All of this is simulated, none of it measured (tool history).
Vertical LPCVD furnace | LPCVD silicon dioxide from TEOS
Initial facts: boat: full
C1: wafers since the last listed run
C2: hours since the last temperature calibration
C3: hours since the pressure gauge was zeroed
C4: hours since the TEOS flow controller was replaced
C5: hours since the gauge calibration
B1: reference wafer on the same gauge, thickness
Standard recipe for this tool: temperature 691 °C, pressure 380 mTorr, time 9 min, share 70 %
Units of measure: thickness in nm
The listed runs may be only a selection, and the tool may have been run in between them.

Run 1, day 0: usual settings; C1 0; C2 2948.3; C3 2314.9; C4 3824.3; C5 291.8; B1 67.58. Result: thickness 59.11 nm.
Run 2, day 1.792: usual settings; C1 805; C2 2991.3; C3 2357.9; C4 3867.3; C5 334.8; B1 67.58. Result: thickness 59.15 nm.
Run 3, day 4.5: usual settings but temperature 695 °C, time 7.5 min; C1 1218; C2 3056.3; C3 2422.9; C4 3932.3; C5 399.8; B1 67.59. Result: thickness 54.21 nm.
At day 6.354: thermocouples replaced and temperature profile calibrated.
Run 4, day 6.375: usual settings but temperature 695 °C, time 7.5 min; C1 393; C2 0.5; C3 2467.9; C4 3977.3; C5 444.8; B1 67.61. Result: thickness 52.09 nm.
Run 5, day 7.158: usual settings but temperature 695 °C, time 7.5 min; C1 352; C2 19.3; C3 2486.7; C4 3996.1; C5 463.6; B1 67.59. Result: thickness 52.31 nm.
Run 6, day 9: usual settings; C1 828; C2 63.5; C3 2530.9; C4 4040.3; C5 507.8; B1 67.63. Result: thickness 57.18 nm.
Run 7, day 11.646: usual settings; C1 1190; C2 127; C3 2594.4; C4 4103.8; C5 571.3; B1 67.59. Result: thickness 57.08 nm.
Run 8, day 14.146: usual settings; C1 1124; C2 187; C3 2654.4; C4 4163.8; C5 631.3; B1 67.55. Result: thickness 57.3 nm.
Run 9, day 16.421: usual settings but temperature 686 °C; C1 1023; C2 241.6; C3 2709; C4 4218.4; C5 685.9; B1 67.62. Result: thickness 51.18 nm.
Run 10, day 18.408: usual settings but temperature 686 °C; C1 894; C2 289.3; C3 2756.7; C4 4266.1; C5 733.6; B1 67.64. Result: thickness 51.37 nm.
At day 20.654: pressure gauge zeroed.
Run 11, day 23.971: usual settings but temperature 679 °C, time 8 min; C1 2052; C2 422.8; C3 79.6; C4 4399.6; C5 867.1; B1 67.62. Result: thickness 38.48 nm.
Run 12, day 25.258: usual settings but temperature 680 °C, pressure 445 mTorr, time 12 min, share 59 %; C1 579; C2 453.7; C3 110.5; C4 4430.5; C5 898; B1 67.58. Result: thickness 58.82 nm.
Run 13, day 26.508: usual settings; C1 562; C2 483.7; C3 140.5; C4 4460.5; C5 928; B1 67.58. Result: thickness 57.88 nm.
Run 14, day 28.9: usual settings but time 10.5 min, share 64 %; C1 1075; C2 541.1; C3 197.9; C4 4517.9; C5 985.4; B1 67.62. Result: thickness 64.45 nm.
Run 15, day 31.379: usual settings; C1 1115; C2 600.6; C3 257.4; C4 4577.4; C5 1044.9; B1 67.64. Result: thickness 57.91 nm.
Run 16, day 34.071: usual settings but temperature 680 °C; C1 1210; C2 665.2; C3 322; C4 4642; C5 1109.5; B1 67.61. Result: thickness 44.42 nm.
Run 17, day 36.921: usual settings; C1 1282; C2 733.6; C3 390.4; C4 4710.4; C5 1177.9; B1 67.63. Result: thickness 58.19 nm.
At day 38.154: TEOS flow controller replaced.
Run 18, day 39.412: usual settings but temperature 703 °C, time 8 min; C1 671; C2 793.4; C3 450.2; C4 30.2; C5 1237.7; B1 67.62. Result: thickness 68.62 nm.
Run 19, day 41.096: usual settings but pressure 450 mTorr; C1 757; C2 833.8; C3 490.6; C4 70.6; C5 1278.1; B1 67.6. Result: thickness 63.31 nm.
At day 43.704: gauge calibrated.
Run 20, day 45.729: usual settings but pressure 325 mTorr, time 12.5 min; C1 2084; C2 945; C3 601.8; C4 181.8; C5 48.6; B1 67.64. Result: thickness 74.74 nm.
Run 21, day 47.117: usual settings but share 60 %; C1 624; C2 978.3; C3 635.1; C4 215.1; C5 81.9; B1 67.64. Result: thickness 54.06 nm.
Run 22, day 54.225: usual settings but temperature 698 °C, pressure 345 mTorr, time 10 min, share 58 %; C1 3197; C2 1148.9; C3 805.7; C4 385.7; C5 252.5; B1 67.57. Result: thickness 66.25 nm.
Run 23, day 55.846: usual settings but share 74 %; C1 729; C2 1187.8; C3 844.6; C4 424.6; C5 291.4; B1 67.57. Result: thickness 60.34 nm.
Run 24, day 57.975: usual settings; C1 957; C2 1238.9; C3 895.7; C4 475.7; C5 342.5; B1 67.62. Result: thickness 58.37 nm.
Run 25, day 60.838: usual settings but temperature 695 °C, pressure 410 mTorr; C1 1287; C2 1307.6; C3 964.4; C4 544.4; C5 411.2; B1 67.63. Result: thickness 66.95 nm.
Run 26, day 63.467: usual settings; C1 1182; C2 1370.7; C3 1027.5; C4 607.5; C5 474.3; B1 67.62. Result: thickness 58.85 nm.
Run 27, day 66.375: usual settings but temperature 685 °C, pressure 325 mTorr, share 82 %; C1 1308; C2 1440.5; C3 1097.3; C4 677.3; C5 544.1; B1 67.59. Result: thickness 50.82 nm.
Run 28, day 67.792: usual settings; C1 637; C2 1474.5; C3 1131.3; C4 711.3; C5 578.1; B1 67.61. Result: thickness 58.48 nm.
Run 29, day 69.296: usual settings but pressure 415 mTorr, time 7 min, share 58 %; C1 676; C2 1510.6; C3 1167.4; C4 747.4; C5 614.2; B1 67.6. Result: thickness 43.38 nm.
Run 30, day 70.546: usual settings but temperature 696 °C, pressure 300 mTorr, time 12 min; C1 562; C2 1540.6; C3 1197.4; C4 777.4; C5 644.2; B1 67.6. Result: thickness 78.37 nm.
Run 31, day 73: usual settings but time 8 min, share 84 %; C1 1104; C2 1599.5; C3 1256.3; C4 836.3; C5 703.1; B1 67.61. Result: thickness 57.16 nm.
Run 32, day 75.346: usual settings but pressure 285 mTorr; C1 1055; C2 1655.8; C3 1312.6; C4 892.6; C5 759.4; B1 67.61. Result: thickness 50.93 nm.

For some of the steps in thickness from one run to the next: how much would appear even if the tool had no hidden state, given the settings, what came in and random variation, and how much remains for the hidden state plus any gauge scatter that the measured result and the result without hidden state don't share?
Hidden state present: true tube temperature minus thermocouple reading, K; true pressure minus gauge reading, mTorr; deviation of the TEOS flow from its setpoint, %; gauge reads high (%).
Run 3 -> 4: thermocouples replaced and temperature profile calibrated. thickness -2.12 nm: hidden state -1.96, all else -0.16.
Run 20 -> 21: pressure 325 -> 380, time 12.5 -> 9, share 70 -> 60. thickness -20.68 nm: hidden state -0.5, all else -20.18.
Run 29 -> 30: temperature 691 -> 696, pressure 415 -> 300, time 7 -> 12, share 58 -> 70. thickness +34.99 nm: hidden state +1.12, all else +33.87.
Run 30 -> 31: temperature 696 -> 691, pressure 300 -> 380, time 12 -> 8, share 70 -> 84. thickness -21.21 nm: hidden state -0.63, all else -20.58.
